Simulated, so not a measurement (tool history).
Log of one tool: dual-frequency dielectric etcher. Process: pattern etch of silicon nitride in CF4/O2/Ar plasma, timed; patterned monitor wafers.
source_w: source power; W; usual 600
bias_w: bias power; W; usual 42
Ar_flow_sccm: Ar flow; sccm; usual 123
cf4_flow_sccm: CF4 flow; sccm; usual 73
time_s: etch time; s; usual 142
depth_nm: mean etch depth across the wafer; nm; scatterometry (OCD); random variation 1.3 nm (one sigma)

run,hour,source_w,bias_w,Ar_flow_sccm,cf4_flow_sccm,time_s,"read-back reference wafer on the same gauge, depth_nm",depth_nm
1,0,600,42,123,82,142,277,282
2,53.3,600,42,123,82,142,277.3,284.9
3,145.5,600,42,123,82,142,276.9,285.1
# hour 201.3: gauge calibrated
# hour 203.1: wet clean of the chamber
4,209.5,600,42,123,73,142,277.4,279.2
# hour 277.1: CF4 flow controller replaced
5,277.6,600,42,123,73,142,276.7,277.3
6,334.5,600,42,123,73,142,277.4,278.7
7,374.4,600,42,123,73,142,276.8,280.7
8,480.2,710,42,123,73,142,277.1,333.6
9,536,550,52,113,73,169,276.7,331.3
# hour 605.5: upper electrode replaced
10,609.2,600,48,107,73,142,276.8,303.3
# hour 740.1: bias power generator calibrated
# hour 747.3: wet clean of the chamber
11,747.8,600,42,123,73,142,276.6,283.8
12,781.1,600,42,136,73,175.5,277.3,341.2
13,856.5,450,42,123,73,142,276.4,207.8
14,952,540,42,123,78,142,276.2,254.5
# hour 961.5: source power generator calibrated
# hour 1059.6: Ar flow controller replaced
15,1060.1,600,35,108,73,173,277.2,322.8
16,1103.8,600,42,123,73,142,277,270.9
# hour 1283.2: wet clean of the chamber
17,1341.2,680,42,96,73,142,276.8,328
18,1400.5,530,42,123,61,142,277.2,227.1
19,1501,530,42,95,79,101.5,276.8,181.1
20,1591.3,480,51,123,86,100.5,277.7,164.6

Forecast each of these 5 alternatives for the next run:
A,1591.8,480,42,123,73,142,?,?
B,1591.8,600,47,98,80,126.5,?,?
C,1591.8,660,38,123,73,142,?,?
D,1591.8,460,42,111,59,142,?,?
E,1591.8,600,50,134,73,142,?,?

run,"read-back reference wafer on the same gauge, depth_nm",depth_nm
A,278,211.7
B,278,264.7
C,278,288.8
D,278,198.3
E,278,278.7
Without the tool's hidden state the same runs would have given:
run,depth_nm
A,210.7
B,263.5
C,287.5
D,197.4
E,277.4
